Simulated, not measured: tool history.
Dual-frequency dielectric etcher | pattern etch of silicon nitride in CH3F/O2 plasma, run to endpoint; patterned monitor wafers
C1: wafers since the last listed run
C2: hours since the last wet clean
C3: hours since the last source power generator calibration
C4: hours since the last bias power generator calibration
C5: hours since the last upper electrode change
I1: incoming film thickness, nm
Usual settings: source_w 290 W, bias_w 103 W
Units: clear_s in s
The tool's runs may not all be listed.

{"run": 1, "hour": 0.0, "source_w": 290, "bias_w": 103, "C1": 0, "C2": 85.3, "C3": 1161.4, "C4": 888.1, "C5": 3190.1, "I1": 67.5, "clear_s": 74.6}
{"run": 2, "hour": 59.1, "source_w": 320, "bias_w": 103, "C1": 255, "C2": 144.4, "C3": 1220.5, "C4": 947.2, "C5": 3249.2, "I1": 67.4, "clear_s": 72.4}
{"run": 3, "hour": 107.3, "source_w": 290, "bias_w": 103, "C1": 208, "C2": 192.6, "C3": 1268.7, "C4": 995.4, "C5": 3297.4, "I1": 67.2, "clear_s": 74.9}
{"run": 4, "hour": 169.8, "source_w": 290, "bias_w": 103, "C1": 270, "C2": 255.1, "C3": 1331.2, "C4": 1057.9, "C5": 3359.9, "I1": 67.3, "clear_s": 76.1}
{"run": 5, "hour": 455.1, "source_w": 290, "bias_w": 103, "C1": 1234, "C2": 540.4, "C3": 1616.5, "C4": 1343.2, "C5": 3645.2, "I1": 68, "clear_s": 80.2}
{"hour": 483.0, "done": "source power generator calibrated"}
{"hour": 506.7, "done": "wet clean of the chamber"}
{"run": 6, "hour": 529.2, "source_w": 290, "bias_w": 103, "C1": 200, "C2": 22.5, "C3": 46.2, "C4": 1417.3, "C5": 3719.3, "I1": 67.2, "clear_s": 74.6}
{"hour": 601.7, "done": "upper electrode replaced"}
{"run": 7, "hour": 602.2, "source_w": 290, "bias_w": 103, "C1": 212, "C2": 95.5, "C3": 119.2, "C4": 1490.3, "C5": 0.5, "I1": 67.4, "clear_s": 73.8}
{"run": 8, "hour": 691.4, "source_w": 290, "bias_w": 103, "C1": 386, "C2": 184.7, "C3": 208.4, "C4": 1579.5, "C5": 89.7, "I1": 67.6, "clear_s": 75.7}
{"run": 9, "hour": 735.0, "source_w": 310, "bias_w": 85, "C1": 188, "C2": 228.3, "C3": 252, "C4": 1623.1, "C5": 133.3, "I1": 67.2, "clear_s": 79.1}
{"run": 10, "hour": 820.6, "source_w": 290, "bias_w": 103, "C1": 370, "C2": 313.9, "C3": 337.6, "C4": 1708.7, "C5": 218.9, "I1": 67.5, "clear_s": 77.4}
{"run": 11, "hour": 895.8, "source_w": 230, "bias_w": 88, "C1": 325, "C2": 389.1, "C3": 412.8, "C4": 1783.9, "C5": 294.1, "I1": 67.1, "clear_s": 88.4}
{"hour": 955.5, "done": "bias power generator calibrated"}
{"run": 12, "hour": 1001.5, "source_w": 360, "bias_w": 119, "C1": 440, "C2": 494.8, "C3": 518.5, "C4": 46, "C5": 399.8, "I1": 66.8, "clear_s": 67.3}
{"hour": 1122.5, "done": "wet clean of the chamber"}
{"run": 13, "hour": 1201.4, "source_w": 290, "bias_w": 103, "C1": 761, "C2": 78.9, "C3": 718.4, "C4": 245.9, "C5": 599.7, "I1": 67.2, "clear_s": 75.1}
{"run": 14, "hour": 1295.0, "source_w": 220, "bias_w": 95, "C1": 405, "C2": 172.5, "C3": 812, "C4": 339.5, "C5": 693.3, "I1": 67, "clear_s": 85.3}
{"run": 15, "hour": 1335.3, "source_w": 340, "bias_w": 125, "C1": 174, "C2": 212.8, "C3": 852.3, "C4": 379.8, "C5": 733.6, "I1": 67, "clear_s": 66.4}

Forecast each of these 3 alternatives for the next run:
{"run": "A", "hour": 1335.8, "source_w": 220, "bias_w": 103, "C1": 2, "C2": 213.3, "C3": 852.8, "C4": 380.3, "C5": 734.1, "I1": 67.5, "clear_s": "?"}
{"run": "B", "hour": 1335.8, "source_w": 260, "bias_w": 81, "C1": 2, "C2": 213.3, "C3": 852.8, "C4": 380.3, "C5": 734.1, "I1": 67.5, "clear_s": "?"}
{"run": "C", "hour": 1335.8, "source_w": 260, "bias_w": 103, "C1": 2, "C2": 213.3, "C3": 852.8, "C4": 380.3, "C5": 734.1, "I1": 67.5, "clear_s": "?"}

run=A clear_s=82.9
run=B clear_s=85.9
run=C clear_s=78.4
Without the tool's hidden state the same runs would have given:
run=A clear_s=81
run=B clear_s=84
run=C clear_s=76.6

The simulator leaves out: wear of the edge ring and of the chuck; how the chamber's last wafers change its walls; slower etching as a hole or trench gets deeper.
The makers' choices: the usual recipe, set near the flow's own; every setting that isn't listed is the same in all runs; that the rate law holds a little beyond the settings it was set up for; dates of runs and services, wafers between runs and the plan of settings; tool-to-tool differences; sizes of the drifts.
